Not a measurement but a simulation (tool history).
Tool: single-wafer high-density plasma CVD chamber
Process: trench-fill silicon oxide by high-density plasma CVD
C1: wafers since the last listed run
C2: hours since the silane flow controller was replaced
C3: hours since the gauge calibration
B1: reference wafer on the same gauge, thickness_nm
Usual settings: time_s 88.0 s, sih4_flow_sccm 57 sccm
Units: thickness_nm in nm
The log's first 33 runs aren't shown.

Run 34, day 73.329: usual settings but sih4_flow_sccm 47 sccm; C1 703; C2 781.6; C3 72.3; B1 398.838. Result: thickness_nm 370.582 nm.
Run 35, day 75.883: usual settings but sih4_flow_sccm 66 sccm; C1 741; C2 842.9; C3 133.6; B1 398.265. Result: thickness_nm 520.428 nm.
Run 36, day 78.950: usual settings; C1 890; C2 916.5; C3 207.2; B1 398.631. Result: thickness_nm 447.891 nm.
Run 37, day 81.521: usual settings but sih4_flow_sccm 49 sccm; C1 746; C2 978.2; C3 268.9; B1 397.722. Result: thickness_nm 385.936 nm.
Run 38, day 83.933: usual settings but time_s 70.5 s; C1 700; C2 1036.1; C3 326.8; B1 397.426. Result: thickness_nm 356.431 nm.
Run 39, day 86.379: usual settings but time_s 73.9 s, sih4_flow_sccm 60 sccm; C1 710; C2 1094.8; C3 385.5; B1 397.005. Result: thickness_nm 397.587 nm.
Run 40, day 88.592: usual settings but time_s 103.2 s; C1 642; C2 1147.9; C3 438.6; B1 396.885. Result: thickness_nm 529.792 nm.
Run 41, day 90.567: usual settings; C1 573; C2 1195.3; C3 486.0; B1 396.423. Result: thickness_nm 447.149 nm.

Forecast each of these 4 alternatives for the next run:
Run A, day 90.583: usual settings but sih4_flow_sccm 46 sccm; C1 4; C2 1195.7; C3 486.4; B1 ?. Result: thickness_nm ?.
Run B, day 90.583: usual settings but time_s 104.0 s, sih4_flow_sccm 60 sccm; C1 4; C2 1195.7; C3 486.4; B1 ?. Result: thickness_nm ?.
Run C, day 90.583: usual settings but time_s 77.2 s; C1 4; C2 1195.7; C3 486.4; B1 ?. Result: thickness_nm ?.
Run D, day 90.583: usual settings but time_s 74.8 s, sih4_flow_sccm 52 sccm; C1 4; C2 1195.7; C3 486.4; B1 ?. Result: thickness_nm ?.

run       B1  thickness_nm
  A  396.095       359.786
  B  396.095       554.611
  C  396.095       391.108
  D  396.095       345.708
Without the tool's hidden state the same runs would have given:
run  thickness_nm
  A       361.581
  B       557.378
  C       393.059
  D       347.432
